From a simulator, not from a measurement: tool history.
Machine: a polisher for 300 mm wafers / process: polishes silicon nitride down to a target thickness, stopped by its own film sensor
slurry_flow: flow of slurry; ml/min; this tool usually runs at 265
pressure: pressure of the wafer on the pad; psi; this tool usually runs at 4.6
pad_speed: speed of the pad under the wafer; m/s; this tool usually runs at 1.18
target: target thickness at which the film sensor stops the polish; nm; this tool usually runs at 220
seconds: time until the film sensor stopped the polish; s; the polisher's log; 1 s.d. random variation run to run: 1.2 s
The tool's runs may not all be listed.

run     day  slurry_flow  pressure  pad_speed  target  wafers since the last listed run  wafers polished on this pad  hours since the slurry nozzle was cleaned  hours since the head pressure was calibrated  incoming thickness of the incoming film, nm  seconds
  1       0          265       4.6       1.18     220                                 0                          565                                      550.6                                        1314.9                                        351.7     66.5
          0  -- worn pad replaced by a new one
  2     0.6          265       4.6       1.18     220                               107                          107                                        565                                        1329.3                                        346.4     63.4
  3   1.317          265       4.6       1.18     220                               129                          237                                      582.2                                        1346.5                                        354.5     65.8
      3.496  -- worn pad replaced by a new one
  4   3.517          265       4.6       1.08     220                               366                            3                                        635                                        1399.3                                          349     63.4
  5   3.612          265       4.6       1.08     220                                17                           21                                      637.3                                        1401.6                                        354.8     69.2
        3.9  -- head pressure recalibrated
  6   4.296          265       4.6       1.18     220                               108                          129                                      653.7                                           9.5                                        350.8     61.2
  7   4.892          265       4.6       1.18     220                               107                          236                                        668                                          23.8                                        347.7     63.5
  8   5.225          265       4.6       1.18     220                                60                          296                                        676                                          31.8                                        345.3     61.4
  9   5.575          265       4.6       1.18     220                                63                          359                                      684.4                                          40.2                                        350.2     62.9
 10   5.962          265       4.6       1.18     220                                69                          429                                      693.7                                          49.5                                        347.2     65.6
 11   6.517          265       4.6       1.18     220                                99                          529                                        707                                          62.8                                        354.6     68.6
      7.242  -- worn pad replaced by a new one
 12   7.979          190       5.6       0.82     254                               233                          133                                      742.1                                          97.9                                        349.3     48.4
 13   8.488          265       5.6       1.18     220                                91                          224                                      754.3                                         110.1                                        353.8     53.9
 14   8.904          265       4.6       1.18     220                                75                          299                                      764.3                                         120.1                                        346.7     60.6
      9.362  -- slurry nozzle cleaned
 15   9.588          315       4.6       1.34     220                               115                          415                                        5.4                                         136.5                                        350.7     58.2
 16   9.867          175       4.6        1.3     194                                50                          465                                       12.1                                         143.2                                          345     72.8
 17  10.462          265       4.6       1.18     220                               107                          572                                       26.4                                         157.5                                          347     65.2
 18  10.975          265       4.6       1.46     187                                92                          665                                       38.7                                         169.8                                        347.8       72
     11.383  -- worn pad replaced by a new one
 19  11.404          265       5.9       1.18     220                                47                            3                                         49                                         180.1                                        352.2       49
 20  11.554          175       5.1       1.18     220                                27                           30                                       52.6                                         183.7                                        354.1     59.7
 21  11.942          265       4.6       1.18     220                                69                          100                                       61.9                                           193                                        351.6     62.8
 22  12.379          265       4.6       1.18     220                                78                          179                                       72.4                                         203.5                                        348.2     63.3

3 options for the next run, each taken on its own from the tool as it stands now. Forecast them:
  A  12.396          265       4.6       1.18     193                                 3                          182                                       72.8                                         203.9                                          351        ?
  B  12.396          325       4.6       1.18     220                                 3                          182                                       72.8                                         203.9                                          351        ?
  C  12.396          265       3.9       1.18     220                                 3                          182                                       72.8                                         203.9                                          351        ?

run  seconds
  A     78.4
  B     64.1
  C     76.7
Had the tool no hidden state, the same runs would have come out as:
run  seconds
  A     76.4
  B     62.4
  C     74.7

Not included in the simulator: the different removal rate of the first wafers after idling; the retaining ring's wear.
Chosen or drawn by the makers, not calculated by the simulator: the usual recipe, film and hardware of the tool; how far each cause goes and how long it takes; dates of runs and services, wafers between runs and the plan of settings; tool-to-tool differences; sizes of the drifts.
